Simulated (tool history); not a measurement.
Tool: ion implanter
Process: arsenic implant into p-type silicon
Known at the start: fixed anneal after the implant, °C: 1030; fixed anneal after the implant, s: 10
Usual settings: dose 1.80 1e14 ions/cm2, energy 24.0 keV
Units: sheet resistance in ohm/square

| run | hour | dose | energy | read-back reference wafer on the same gauge, sheet resistance | sheet resistance |
|---|---|---|---|---|---|
| 1 | 0.0 | 1.80 | 24.0 | 453.62 | 426.81 |
| 2 | 8.3 | 1.80 | 24.0 | 453.47 | 427.93 |
| 3 | 15.4 | 1.80 | 24.0 | 453.81 | 426.17 |
| 4 | 29.7 | 1.80 | 24.0 | 453.87 | 426.23 |
| 5 | 43.5 | 1.80 | 24.0 | 453.65 | 429.81 |
| 6 | 53.0 | 1.80 | 18.5 | 454.26 | 441.87 |
| 7 | 63.0 | 1.60 | 30.5 | 454.11 | 447.04 |
| 8 | 77.9 | 1.60 | 30.5 | 453.90 | 450.24 |
| 9 | 92.4 | 1.80 | 24.0 | 454.03 | 427.94 |
| 10 | 105.6 | 1.80 | 24.0 | 453.48 | 426.54 |
| 11 | 115.5 | 1.80 | 20.5 | 453.47 | 440.21 |
| 12 | 168.9 | 1.80 | 24.0 | 454.17 | 429.89 |
|  | 178.5 | Faraday cup replaced and dose calibrated |
| 13 | 185.9 | 1.80 | 24.0 | 454.31 | 437.72 |
| 14 | 193.9 | 1.80 | 24.0 | 454.11 | 437.07 |
| 15 | 211.7 | 1.80 | 24.0 | 453.91 | 438.74 |
|  | 224.1 | extraction supply calibrated |
| 16 | 224.6 | 2.27 | 21.5 | 453.73 | 375.75 |
| 17 | 228.7 | 1.54 | 27.0 | 454.31 | 480.52 |
| 18 | 246.5 | 1.80 | 32.0 | 453.17 | 418.07 |
|  | 271.3 | gauge calibrated |
|  | 279.8 | Faraday cup replaced and dose calibrated, repeated, since the last time left the tool worse |
| 19 | 280.3 | 1.51 | 32.0 | 454.17 | 452.57 |
| 20 | 292.3 | 1.80 | 31.5 | 453.97 | 401.38 |
| 21 | 303.9 | 2.00 | 29.0 | 453.72 | 376.69 |
| 22 | 318.1 | 1.80 | 24.0 | 454.56 | 418.14 |

Forecast run 23:
| 23 | 326.2 | 2.05 | 19.0 | ? | ? |

{"run 23": {"read-back reference wafer on the same gauge, sheet resistance": 453.83, "sheet resistance": 392.01}}
Without the tool's hidden state the same run would have given sheet resistance 391.54 ohm/square.

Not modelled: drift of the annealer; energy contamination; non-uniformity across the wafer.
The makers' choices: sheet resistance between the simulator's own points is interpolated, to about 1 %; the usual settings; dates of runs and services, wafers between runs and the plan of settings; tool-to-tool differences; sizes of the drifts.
